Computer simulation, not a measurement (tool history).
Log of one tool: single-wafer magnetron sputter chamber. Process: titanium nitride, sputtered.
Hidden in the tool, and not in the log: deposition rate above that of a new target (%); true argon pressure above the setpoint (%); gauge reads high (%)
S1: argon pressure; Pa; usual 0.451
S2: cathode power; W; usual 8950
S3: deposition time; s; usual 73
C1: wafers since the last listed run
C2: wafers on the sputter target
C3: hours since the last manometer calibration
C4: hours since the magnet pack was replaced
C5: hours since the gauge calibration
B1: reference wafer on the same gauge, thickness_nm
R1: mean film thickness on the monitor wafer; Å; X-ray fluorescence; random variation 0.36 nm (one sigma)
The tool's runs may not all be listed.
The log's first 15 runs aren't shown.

run,hour,S1,S2,S3,C1,C2,C3,C4,C5,B1,R1
16,436.2,0.594,10250,73,343,2718,36.4,10132.1,861.1,105.994,1399.42
17,460,0.451,8950,69.3,560,3278,60.2,10155.9,884.9,105.941,1251.59
18,479.7,0.451,8950,73,463,3742,79.9,10175.6,904.6,106.009,1324.78
19,502.5,0.37,8950,63.7,536,4279,102.7,10198.4,927.4,106.003,1174.73
20,515.5,0.451,8950,73,306,4585,115.7,10211.4,940.4,105.993,1319.09
# hour 543.5: sputter target and shields replaced
# hour 552.1: magnet pack replaced
21,552.6,0.451,8950,73,496,26,152.8,0.5,977.5,105.995,1322.66
22,564.8,0.324,8100,73,287,314,165,12.7,989.7,106.012,1283.06
23,593.9,0.451,10300,81.3,685,999,194.1,41.8,1018.8,106.042,1614.71
# hour 598.3: gauge calibrated
24,622.2,0.451,8950,73,666,1665,222.4,70.1,23.9,106.037,1327.01
25,637.2,0.584,8150,73,353,2018,237.4,85.1,38.9,105.989,1220.24
26,654.1,0.52,9850,87.2,397,2416,254.3,102,55.8,105.96,1650.87

Forecast run 27:
27,687.9,0.585,8050,79.1,795,3212,288.1,135.8,89.6,?,?

{"run 27": {"B1": 105.985, "R1": 1309.78}}
Without the tool's hidden state the same run would have given R1 1309.78 Å.
